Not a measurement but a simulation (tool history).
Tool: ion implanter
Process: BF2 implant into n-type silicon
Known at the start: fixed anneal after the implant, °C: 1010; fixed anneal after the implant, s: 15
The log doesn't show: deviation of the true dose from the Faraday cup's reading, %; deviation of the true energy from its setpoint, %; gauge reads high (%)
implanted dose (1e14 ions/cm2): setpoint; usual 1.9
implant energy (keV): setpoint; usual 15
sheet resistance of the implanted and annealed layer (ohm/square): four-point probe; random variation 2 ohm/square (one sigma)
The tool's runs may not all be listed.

run   hour  implanted dose (1e14 ions/cm2)  implant energy (keV)  wafers since the last listed run  hours since the last dose calibration  hours since the extraction supply was calibrated  hours since the gauge calibration  read-back reference wafer on the same gauge, sheet resistance  sheet resistance of the implanted and annealed layer (ohm/square)
  1      0                             1.9                  11.5                                 0                                 1433.8                                            3668.9                                276                                                         726.51                                                             660.89
  2   23.3                             1.9                    13                               268                                 1457.1                                            3692.2                              299.3                                                          726.7                                                             649.01
  3   38.3                             1.9                    13                               172                                 1472.1                                            3707.2                              314.3                                                         726.91                                                             648.92
  4   71.9                             1.9                    15                               387                                 1505.7                                            3740.8                              347.9                                                         727.84                                                             636.65
      92.4  -- gauge calibrated
  5  104.6                             1.9                    15                               376                                 1538.4                                            3773.5                               12.2                                                         726.28                                                             635.03
  6  139.6                             1.9                    15                               403                                 1573.4                                            3808.5                               47.2                                                         727.68                                                             635.22
  7  175.1                            2.08                    15                               408                                 1608.9                                              3844                               82.7                                                         726.31                                                              588.7
  8    208                            2.08                    15                               378                                 1641.8                                            3876.9                              115.6                                                         727.28                                                             587.23
  9  243.7                            2.08                    15                               411                                 1677.5                                            3912.6                              151.3                                                         727.18                                                             587.93
 10  257.2                            2.24                    15                               155                                   1691                                            3926.1                              164.8                                                         726.16                                                             553.51
 11  277.4                             1.6                    15                               232                                 1711.2                                            3946.3                                185                                                         726.89                                                             738.26
 12    305                             1.9                    15                               317                                 1738.8                                            3973.9                              212.6                                                         727.31                                                             636.14
 13  317.1                             1.9                    15                               139                                 1750.9                                              3986                              224.7                                                         727.17                                                             638.94
 14  333.9                             1.9                    15                               193                                 1767.7                                            4002.8                              241.5                                                         727.14                                                             639.19
     375.1  -- extraction supply calibrated
 15  375.6                             1.9                    15                               388                                 1809.4                                               0.5                              283.2                                                         726.99                                                             635.95
 16    385                            1.74                    15                               108                                 1818.8                                               9.9                              292.6                                                          727.8                                                             688.26
 17    409                            1.53                    19                               276                                 1842.8                                              33.9                              316.6                                                         727.46                                                              746.7
 18  424.7                            2.24                    15                               180                                 1858.5                                              49.6                              332.3                                                         727.58                                                             556.21
     447.6  -- gauge calibrated
     452.8  -- Faraday cup replaced and dose calibrated
 19    458                            1.36                    15                               291                                    5.2                                              82.9                               10.4                                                         727.08                                                             810.96
 20  481.1                            2.08                    15                               266                                   28.3                                               106                               33.5                                                         727.27                                                             557.53
 21  498.2                            2.24                    15                               196                                   45.4                                             123.1                               50.6                                                         726.33                                                             527.85
 22  520.5                             1.9                  13.5                               256                                   67.7                                             145.4                               72.9                                                         727.61                                                             615.95
 23  548.7                             1.9                  19.5                               324                                   95.9                                             173.6                              101.1                                                         726.34                                                             593.71
 24  570.1                            2.22                    13                               246                                  117.3                                               195                              122.5                                                         727.34                                                             542.01
 25  595.8                            2.36                  12.5                               296                                    143                                             220.7                              148.2                                                          726.5                                                             522.41
 26  615.1                            2.05                  11.5                               222                                  162.3                                               240                              167.5                                                         726.84                                                             594.47
 27    645                             1.9                    15                               344                                  192.2                                             269.9                              197.4                                                         727.66                                                             610.21
 28  673.2                            2.36                    15                               324                                  220.4                                             298.1                              225.6                                                         727.19                                                             508.41
 29  691.7                            2.14                  17.5                               213                                  238.9                                             316.6                              244.1                                                         727.31                                                             544.29

How the hidden state differs across the entries between the runs, from the last listed run before each to the first after it:
Between runs 4 and 5: gauge calibrated (hour 92.4)
  deviation of the true dose from the Faraday cup's reading, %: -4.55 -> -4.57
  measured less the result without the state, sheet resistance of the implanted and annealed layer (ohm/square): +25.49 -> +25.56
Between runs 14 and 15: extraction supply calibrated (hour 375.1)
  deviation of the true dose from the Faraday cup's reading, %: -4.71 -> -4.73
  measured less the result without the state, sheet resistance of the implanted and annealed layer (ohm/square): +26.51 -> +26.48
Between runs 18 and 19: gauge calibrated (hour 447.6); Faraday cup replaced and dose calibrated (hour 452.8)
  deviation of the true dose from the Faraday cup's reading, %: -4.75 -> 1.16
  measured less the result without the state, sheet resistance of the implanted and annealed layer (ohm/square): +22.72 -> -8.27
